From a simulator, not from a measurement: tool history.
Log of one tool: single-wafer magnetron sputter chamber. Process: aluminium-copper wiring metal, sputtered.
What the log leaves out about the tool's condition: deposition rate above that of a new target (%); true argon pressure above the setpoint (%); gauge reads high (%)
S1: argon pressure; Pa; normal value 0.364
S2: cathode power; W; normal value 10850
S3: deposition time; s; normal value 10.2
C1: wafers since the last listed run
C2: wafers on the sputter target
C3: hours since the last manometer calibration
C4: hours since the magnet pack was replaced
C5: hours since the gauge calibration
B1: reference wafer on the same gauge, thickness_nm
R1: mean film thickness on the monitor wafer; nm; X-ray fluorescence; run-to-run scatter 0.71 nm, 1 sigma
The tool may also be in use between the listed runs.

run 1 hour=0.0 | S1=0.311 S2=10850 S3=10.2 | C1=0 C2=545 C3=812.2 C4=8060.3 C5=291.0 | B1=236.850 | R1=216.033
run 2 hour=26.5 | S1=0.311 S2=10850 S3=10.2 | C1=662 C2=1208 C3=838.7 C4=8086.8 C5=317.5 | B1=237.148 | R1=215.982
run 3 hour=70.6 | S1=0.364 S2=10850 S3=10.2 | C1=1102 C2=2310 C3=882.8 C4=8130.9 C5=361.6 | B1=236.969 | R1=211.603
run 4 hour=134.6 | S1=0.364 S2=10850 S3=10.2 | C1=1599 C2=3909 C3=946.8 C4=8194.9 C5=425.6 | B1=236.981 | R1=211.102
run 5 hour=162.0 | S1=0.364 S2=10850 S3=10.2 | C1=684 C2=4594 C3=974.2 C4=8222.3 C5=453.0 | B1=237.123 | R1=209.832
run 6 hour=227.0 | S1=0.364 S2=10850 S3=10.2 | C1=1624 C2=6218 C3=1039.2 C4=8287.3 C5=518.0 | B1=237.018 | R1=210.652
run 7 hour=293.0 | S1=0.364 S2=12900 S3=10.2 | C1=1649 C2=7868 C3=1105.2 C4=8353.3 C5=584.0 | B1=237.114 | R1=241.953
-- hour=365.4 sputter target and shields replaced
run 8 hour=369.4 | S1=0.364 S2=12900 S3=10.2 | C1=1709 C2=101 C3=1181.6 C4=8429.7 C5=660.4 | B1=237.161 | R1=235.413
run 9 hour=501.9 | S1=0.364 S2=12900 S3=10.2 | C1=3311 C2=3412 C3=1314.1 C4=8562.2 C5=792.9 | B1=236.918 | R1=236.170
run 10 hour=527.0 | S1=0.364 S2=10850 S3=10.2 | C1=627 C2=4039 C3=1339.2 C4=8587.3 C5=818.0 | B1=237.103 | R1=200.216
run 11 hour=568.9 | S1=0.364 S2=10850 S3=10.2 | C1=1047 C2=5086 C3=1381.1 C4=8629.2 C5=859.9 | B1=236.814 | R1=199.633
-- hour=597.7 capacitance manometer re-zeroed and calibrated
run 12 hour=625.7 | S1=0.364 S2=10850 S3=10.2 | C1=1219 C2=6306 C3=28.0 C4=8686.0 C5=916.7 | B1=236.822 | R1=197.741
run 13 hour=684.3 | S1=0.364 S2=10050 S3=10.2 | C1=1464 C2=7771 C3=86.6 C4=8744.6 C5=975.3 | B1=237.358 | R1=185.770
-- hour=711.4 sputter target and shields replaced, repeated, since the last time left the tool worse
run 14 hour=723.0 | S1=0.364 S2=10050 S3=10.2 | C1=767 C2=289 C3=125.3 C4=8783.3 C5=1014.0 | B1=237.008 | R1=198.085
run 15 hour=776.5 | S1=0.319 S2=10850 S3=10.2 | C1=1337 C2=1626 C3=178.8 C4=8836.8 C5=1067.5 | B1=237.082 | R1=215.918
run 16 hour=806.2 | S1=0.319 S2=10850 S3=10.2 | C1=742 C2=2369 C3=208.5 C4=8866.5 C5=1097.2 | B1=237.226 | R1=215.409
run 17 hour=847.0 | S1=0.505 S2=9100 S3=9.2 | C1=1019 C2=3388 C3=249.3 C4=8907.3 C5=1138.0 | B1=237.080 | R1=154.348
run 18 hour=909.2 | S1=0.276 S2=12650 S3=10.2 | C1=1554 C2=4943 C3=311.5 C4=8969.5 C5=1200.2 | B1=236.987 | R1=249.406
run 19 hour=960.0 | S1=0.364 S2=12900 S3=10.2 | C1=1269 C2=6212 C3=362.3 C4=9020.3 C5=1251.0 | B1=237.070 | R1=244.098
run 20 hour=1008.6 | S1=0.364 S2=10850 S3=10.2 | C1=1214 C2=7427 C3=410.9 C4=9068.9 C5=1299.6 | B1=236.968 | R1=208.306
-- hour=1055.6 magnet pack replaced
run 21 hour=1075.7 | S1=0.364 S2=10850 S3=10.2 | C1=1477 C2=8904 C3=478.0 C4=20.1 C5=1366.7 | B1=237.106 | R1=206.720
-- hour=1104.6 sputter target and shields replaced
-- hour=1110.3 gauge calibrated
run 22 hour=1126.0 | S1=0.507 S2=9450 S3=8.6 | C1=1057 C2=535 C3=528.3 C4=70.4 C5=15.7 | B1=237.008 | R1=149.577
run 23 hour=1190.0 | S1=0.440 S2=13150 S3=8.6 | C1=1599 C2=2134 C3=592.3 C4=134.4 C5=79.7 | B1=237.002 | R1=206.154
run 24 hour=1217.8 | S1=0.364 S2=10850 S3=10.2 | C1=694 C2=2829 C3=620.1 C4=162.2 C5=107.5 | B1=237.028 | R1=210.451
run 25 hour=1276.4 | S1=0.426 S2=8650 S3=9.7 | C1=1464 C2=4294 C3=678.7 C4=220.8 C5=166.1 | B1=237.181 | R1=159.806
run 26 hour=1339.2 | S1=0.232 S2=8950 S3=8.4 | C1=1569 C2=5863 C3=741.5 C4=283.6 C5=228.9 | B1=236.795 | R1=154.154
run 27 hour=1401.7 | S1=0.296 S2=10850 S3=9.6 | C1=1562 C2=7425 C3=804.0 C4=346.1 C5=291.4 | B1=236.841 | R1=201.206
-- hour=1422.1 sputter target and shields replaced
run 28 hour=1443.8 | S1=0.251 S2=10850 S3=10.9 | C1=852 C2=543 C3=846.1 C4=388.2 C5=333.5 | B1=236.740 | R1=237.073
run 29 hour=1471.3 | S1=0.442 S2=10850 S3=8.5 | C1=687 C2=1230 C3=873.6 C4=415.7 C5=361.0 | B1=237.102 | R1=170.713
run 30 hour=1536.1 | S1=0.504 S2=8650 S3=12.0 | C1=1619 C2=2850 C3=938.4 C4=480.5 C5=425.8 | B1=237.063 | R1=193.420
run 31 hour=1639.1 | S1=0.364 S2=9900 S3=11.4 | C1=2574 C2=5424 C3=1041.4 C4=583.5 C5=528.8 | B1=236.654 | R1=216.718
run 32 hour=1670.8 | S1=0.416 S2=9700 S3=11.9 | C1=792 C2=6216 C3=1073.1 C4=615.2 C5=560.5 | B1=236.898 | R1=216.214
run 33 hour=1730.1 | S1=0.364 S2=10850 S3=9.5 | C1=1482 C2=7698 C3=1132.4 C4=674.5 C5=619.8 | B1=237.050 | R1=193.818

What if the next run were any one of these 4? Each begins from the tool's condition after run 33:
run A hour=1730.5 | S1=0.299 S2=10850 S3=10.2 | C1=9 C2=7708 C3=1132.8 C4=674.9 C5=620.2 | B1=? | R1=?
run B hour=1730.5 | S1=0.427 S2=8750 S3=11.2 | C1=9 C2=7708 C3=1132.8 C4=674.9 C5=620.2 | B1=? | R1=?
run C hour=1730.5 | S1=0.505 S2=12800 S3=9.3 | C1=9 C2=7708 C3=1132.8 C4=674.9 C5=620.2 | B1=? | R1=?
run D hour=1730.5 | S1=0.364 S2=8950 S3=10.2 | C1=9 C2=7708 C3=1132.8 C4=674.9 C5=620.2 | B1=? | R1=?

run=A B1=237.125 R1=211.562
run=B B1=237.125 R1=183.000
run=C B1=237.125 R1=206.382
run=D B1=237.125 R1=174.182
With the hidden condition removed and each run's random variation left untouched, the same runs would have given:
run=A R1=216.164
run=B R1=186.981
run=C R1=210.871
run=D R1=177.970
